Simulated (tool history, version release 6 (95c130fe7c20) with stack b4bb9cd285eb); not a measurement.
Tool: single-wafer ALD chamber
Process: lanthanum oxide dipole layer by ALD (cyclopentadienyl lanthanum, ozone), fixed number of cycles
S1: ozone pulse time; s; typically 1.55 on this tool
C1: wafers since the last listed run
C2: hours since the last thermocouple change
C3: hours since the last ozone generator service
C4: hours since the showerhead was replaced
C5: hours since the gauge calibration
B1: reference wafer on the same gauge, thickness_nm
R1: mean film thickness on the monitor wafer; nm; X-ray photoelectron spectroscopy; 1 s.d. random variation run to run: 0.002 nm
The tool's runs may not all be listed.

run 1 hour=0.0 | S1=1.73 | C1=0 C2=2031.3 C3=538.7 C4=2206.8 C5=461.6 | B1=0.694 | R1=0.578
run 2 hour=34.4 | S1=1.73 | C1=387 C2=2065.7 C3=573.1 C4=2241.2 C5=496.0 | B1=0.693 | R1=0.578
run 3 hour=68.3 | S1=1.55 | C1=382 C2=2099.6 C3=607.0 C4=2275.1 C5=529.9 | B1=0.693 | R1=0.569
-- hour=156.6 gauge calibrated
run 4 hour=173.0 | S1=1.55 | C1=1180 C2=2204.3 C3=711.7 C4=2379.8 C5=16.4 | B1=0.694 | R1=0.564
-- hour=205.9 ozone generator serviced
run 5 hour=206.4 | S1=1.55 | C1=286 C2=2237.7 C3=0.5 C4=2413.2 C5=49.8 | B1=0.693 | R1=0.578
-- hour=220.2 showerhead replaced, of another model than before
run 6 hour=222.2 | S1=1.32 | C1=87 C2=2253.5 C3=16.3 C4=2.0 C5=65.6 | B1=0.694 | R1=0.570
run 7 hour=236.3 | S1=1.32 | C1=158 C2=2267.6 C3=30.4 C4=16.1 C5=79.7 | B1=0.694 | R1=0.571
run 8 hour=255.1 | S1=1.32 | C1=211 C2=2286.4 C3=49.2 C4=34.9 C5=98.5 | B1=0.694 | R1=0.568
run 9 hour=286.0 | S1=1.78 | C1=348 C2=2317.3 C3=80.1 C4=65.8 C5=129.4 | B1=0.694 | R1=0.584
run 10 hour=314.4 | S1=1.27 | C1=320 C2=2345.7 C3=108.5 C4=94.2 C5=157.8 | B1=0.694 | R1=0.565
-- hour=337.8 thermocouple changed; heater temperature recalibrated
run 11 hour=340.0 | S1=1.35 | C1=198 C2=2.2 C3=134.1 C4=119.8 C5=183.4 | B1=0.694 | R1=0.573
run 12 hour=362.5 | S1=1.86 | C1=253 C2=24.7 C3=156.6 C4=142.3 C5=205.9 | B1=0.694 | R1=0.587
run 13 hour=396.8 | S1=1.13 | C1=386 C2=59.0 C3=190.9 C4=176.6 C5=240.2 | B1=0.694 | R1=0.553
run 14 hour=425.6 | S1=1.55 | C1=324 C2=87.8 C3=219.7 C4=205.4 C5=269.0 | B1=0.693 | R1=0.578
run 15 hour=472.0 | S1=2.05 | C1=523 C2=134.2 C3=266.1 C4=251.8 C5=315.4 | B1=0.693 | R1=0.588
run 16 hour=492.2 | S1=1.55 | C1=227 C2=154.4 C3=286.3 C4=272.0 C5=335.6 | B1=0.694 | R1=0.574
run 17 hour=506.1 | S1=1.55 | C1=156 C2=168.3 C3=300.2 C4=285.9 C5=349.5 | B1=0.694 | R1=0.575

How the hidden state differs across the entries between the runs, from the last listed run before each to the first after it:
Runs 3 to 4: gauge calibrated (hour 156.6)
  ozone dose above that of a generator just serviced (%): -14 -> -19.1
  measured minus no-state result, R1: -0.012 -> -0.017 nm
Runs 4 to 5: ozone generator serviced (hour 205.9)
  ozone dose above that of a generator just serviced (%): -19.1 -> -1.33
  measured minus no-state result, R1: -0.017 -> -0.001 nm
Runs 5 to 6: showerhead replaced, of another model than before (hour 220.2)
  ozone dose above that of a generator just serviced (%): -1.33 -> -1.34
  measured minus no-state result, R1: -0.001 -> -0.001 nm
Runs 10 to 11: thermocouple changed; heater temperature recalibrated (hour 337.8)
  ozone dose above that of a generator just serviced (%): -1.76 -> -1.99
  measured minus no-state result, R1: -0.002 -> -0.001 nm
